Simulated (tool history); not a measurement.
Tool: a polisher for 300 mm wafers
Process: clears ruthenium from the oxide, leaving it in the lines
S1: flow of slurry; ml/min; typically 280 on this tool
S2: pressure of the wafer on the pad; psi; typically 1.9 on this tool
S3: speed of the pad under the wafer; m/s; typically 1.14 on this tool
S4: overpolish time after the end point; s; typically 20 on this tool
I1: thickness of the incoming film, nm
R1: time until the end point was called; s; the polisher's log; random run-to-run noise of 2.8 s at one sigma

run	hour	S1	S2	S3	S4	I1	R1
1	0	280	1.9	1.14	24	170.2	133.8
2	41.6	280	1.9	1.14	24	167.3	130.9
# hour 103.5: slurry nozzle cleaned
3	173	280	1.9	1.14	20	172.5	131.8
4	215.7	280	1.9	1.14	20	171.9	136.4
5	253.8	280	1.6	1.14	20	170	153
6	287.7	280	1.6	1.14	20	168.2	152.5
# hour 416.4: worn pad replaced by a new one
# hour 435.7: head pressure recalibrated
7	436.2	280	1.6	1.14	20	167.4	156.4
8	486	280	1.9	1.14	20	167.9	140.7
9	537.9	280	1.9	1.14	20	167.8	139.4
10	585.6	280	1.9	1.14	20	168.9	135.3
11	650.9	280	1.9	1.14	17	167.6	135.4
12	697.4	280	1.9	1.14	17	170.4	139.4
13	741.3	280	1.9	1.14	20	167.9	129.4
14	774.4	280	1.9	1.14	20	169.6	133.7
15	825	280	1.9	1.14	20	170.2	132
# hour 838.2: slurry nozzle cleaned
16	852.9	280	1.9	1.14	20	166.6	129.2
# hour 865.2: worn pad replaced by a new one
17	910.2	280	1.9	1.14	20	168.9	128.9
18	936.7	280	1.4	0.9	11	171.6	211.6
19	965.2	380	1.9	1.14	20	167	121.2
20	1020.7	330	1.9	1.14	11	167	123.8
21	1058.1	280	1.9	1.14	20	170	123
22	1094.3	280	1.9	1.14	20	166.4	124.7
# hour 1156.5: head pressure recalibrated
23	1160.9	365	2.2	1.48	13	173.1	101.8
24	1223.7	220	1.7	1.44	23	169	136.3
25	1293.1	280	1.7	0.76	20	172.5	205.4
# hour 1340: worn pad replaced by a new one
26	1355	280	1.9	1.14	11	168.2	130.8
27	1397.4	335	1.9	1.38	20	168.3	115.4
28	1459.3	280	2.3	1.14	20	173.8	115.6
29	1521.2	280	1.9	1.14	27	168.2	131
30	1571.5	280	1.4	1.4	20	169.8	152.6
31	1618.2	185	1.9	1.14	20	170.7	136.5
# hour 1622.9: slurry nozzle cleaned
32	1655.4	280	1.9	1.14	20	167	129.5
33	1687	230	2.5	0.78	28	172.4	132.5
# hour 1713.4: worn pad replaced by a new one
34	1729.6	190	2.3	1.14	20	167.9	110.4
35	1756.9	280	1.5	0.74	20	169.7	216.7
36	1790.5	340	2.3	1.14	12	169.4	98.6
37	1824.7	280	1.9	1.14	20	168.1	129.1
38	1849.2	235	1.9	1.14	32	169.2	127.6

Measured minus without-hidden-state, run by run (identical run-to-run variation in each term; gauge scatter may differ):
Unlogged tool condition in this case: removal rate lost through wear of the pad, %; slurry flow missing at the pad, %; deviation of the head's pressure from its setpoint, %.
run	R1
1	-6.3
2	-7.2
3	-10.2
4	-11.6
5	-14
6	-14.9
7	-1.2
8	-2.3
9	-3.5
10	-4.6
11	-6.1
12	-7.4
13	-7.8
14	-8.9
15	-9.9
16	-10.4
17	-11.7
18	-20.2
19	-12.1
20	-13.6
21	-14.4
22	-15.3
23	-0.1
24	-1.6
25	-4.9
26	-4.5
27	-4.8
28	-6.1
29	-8.3
30	-11.1
31	-11.1
32	-11.3
33	-12.3
34	-11.1
35	-22.8
36	-10.9
37	-15.1
38	-15.5
